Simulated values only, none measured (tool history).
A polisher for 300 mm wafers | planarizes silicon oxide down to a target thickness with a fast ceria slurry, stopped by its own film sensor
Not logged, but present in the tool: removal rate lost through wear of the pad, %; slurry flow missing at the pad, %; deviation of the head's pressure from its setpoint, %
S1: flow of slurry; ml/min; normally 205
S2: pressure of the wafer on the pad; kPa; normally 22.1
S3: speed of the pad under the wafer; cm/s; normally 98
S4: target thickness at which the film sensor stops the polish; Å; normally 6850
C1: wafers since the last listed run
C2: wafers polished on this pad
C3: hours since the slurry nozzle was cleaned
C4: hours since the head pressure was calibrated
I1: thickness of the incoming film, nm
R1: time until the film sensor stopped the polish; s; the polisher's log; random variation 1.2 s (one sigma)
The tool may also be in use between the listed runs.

| run | hour | S1 | S2 | S3 | S4 | C1 | C2 | C3 | C4 | I1 | R1 |
|---|---|---|---|---|---|---|---|---|---|---|---|
| 1 | 0 | 205 | 22.1 | 98 | 6850 | 0 | 1076 | 5.8 | 926 | 1853 | 68.6 |
|  | 9 | worn pad replaced by a new one |
| 2 | 16.7 | 175 | 18.6 | 98 | 6850 | 137 | 84 | 22.5 | 942.7 | 1852.3 | 73.7 |
| 3 | 37.9 | 175 | 18.6 | 98 | 6850 | 230 | 314 | 43.7 | 963.9 | 1889.1 | 79.8 |
| 4 | 61.9 | 205 | 22.1 | 98 | 6850 | 260 | 574 | 67.7 | 987.9 | 1832.8 | 63.6 |
|  | 126.7 | worn pad replaced by a new one |
| 5 | 132 | 205 | 22.1 | 98 | 6850 | 717 | 57 | 137.8 | 1058 | 1872.1 | 72.8 |
| 6 | 147.1 | 205 | 22.1 | 98 | 6850 | 163 | 221 | 152.9 | 1073.1 | 1846.3 | 74 |
| 7 | 160.7 | 205 | 22.1 | 98 | 9050 | 147 | 369 | 166.5 | 1086.7 | 1877.8 | 62 |
|  | 174.2 | head pressure recalibrated |
| 8 | 182.5 | 205 | 22.1 | 98 | 9050 | 215 | 584 | 188.3 | 8.3 | 1877.2 | 63.4 |
|  | 201.4 | worn pad replaced by a new one, repeated, since the last time left the tool worse |
| 9 | 201.9 | 205 | 22.1 | 98 | 6850 | 167 | 5 | 207.7 | 27.7 | 1849.7 | 65.6 |
| 10 | 226.7 | 205 | 22.1 | 98 | 6850 | 269 | 274 | 232.5 | 52.5 | 1864.8 | 65.3 |
| 11 | 255.5 | 205 | 22.1 | 98 | 6850 | 312 | 587 | 261.3 | 81.3 | 1837.3 | 65.6 |
| 12 | 274 | 205 | 22.1 | 98 | 6850 | 200 | 788 | 279.8 | 99.8 | 1860.8 | 67.6 |
| 13 | 288.9 | 205 | 22.1 | 98 | 10900 | 161 | 950 | 294.7 | 114.7 | 1857.2 | 46.2 |
| 14 | 305.9 | 250 | 16.5 | 98 | 6850 | 184 | 1134 | 311.7 | 131.7 | 1874.5 | 90.8 |
|  | 309.9 | worn pad replaced by a new one |
| 15 | 329.3 | 205 | 22.1 | 98 | 6850 | 210 | 210 | 335.1 | 155.1 | 1871 | 66.6 |
| 16 | 362.2 | 205 | 22.1 | 116 | 9210 | 357 | 567 | 368 | 188 | 1858.3 | 47.5 |
| 17 | 387.8 | 140 | 26.2 | 98 | 6850 | 277 | 845 | 393.6 | 213.6 | 1841.1 | 59.3 |
| 18 | 410.5 | 225 | 25.5 | 126 | 6850 | 246 | 1092 | 416.3 | 236.3 | 1876.5 | 52.1 |
|  | 424.9 | slurry nozzle cleaned |
|  | 437.3 | worn pad replaced by a new one |
| 19 | 437.8 | 150 | 22.1 | 98 | 6850 | 242 | 5 | 12.9 | 263.6 | 1851 | 68.1 |
| 20 | 465.2 | 205 | 22.1 | 98 | 5220 | 297 | 302 | 40.3 | 291 | 1853.5 | 73.4 |
| 21 | 499.5 | 205 | 22.1 | 98 | 6850 | 372 | 675 | 74.6 | 325.3 | 1871.4 | 68.4 |
|  | 534.6 | worn pad replaced by a new one |
| 22 | 535.1 | 205 | 24.8 | 98 | 6850 | 343 | 5 | 110.2 | 360.9 | 1863.6 | 61.4 |
| 23 | 546.1 | 205 | 22.1 | 98 | 6850 | 119 | 124 | 121.2 | 371.9 | 1874.7 | 67.4 |
| 24 | 558.4 | 205 | 22.1 | 98 | 6850 | 133 | 258 | 133.5 | 384.2 | 1860.9 | 66.3 |

Consider 3 possible next runs. They are alternatives, not a sequence: every one starts from the tool as it was left by run 24. What does each give?
| A | 558.8 | 205 | 22.1 | 98 | 10450 | 4 | 262 | 133.9 | 384.6 | 1853.9 | ? |
| B | 558.8 | 205 | 22.1 | 98 | 10360 | 4 | 262 | 133.9 | 384.6 | 1853.9 | ? |
| C | 558.8 | 205 | 28.3 | 72 | 6850 | 4 | 262 | 133.9 | 384.6 | 1853.9 | ? |

| run | R1 |
|---|---|
| A | 46.3 |
| B | 46.8 |
| C | 63.6 |
Had the tool no hidden state, the same runs would have come out as:
| run | R1 |
|---|---|
| A | 45.6 |
| B | 46.1 |
| C | 62.8 |

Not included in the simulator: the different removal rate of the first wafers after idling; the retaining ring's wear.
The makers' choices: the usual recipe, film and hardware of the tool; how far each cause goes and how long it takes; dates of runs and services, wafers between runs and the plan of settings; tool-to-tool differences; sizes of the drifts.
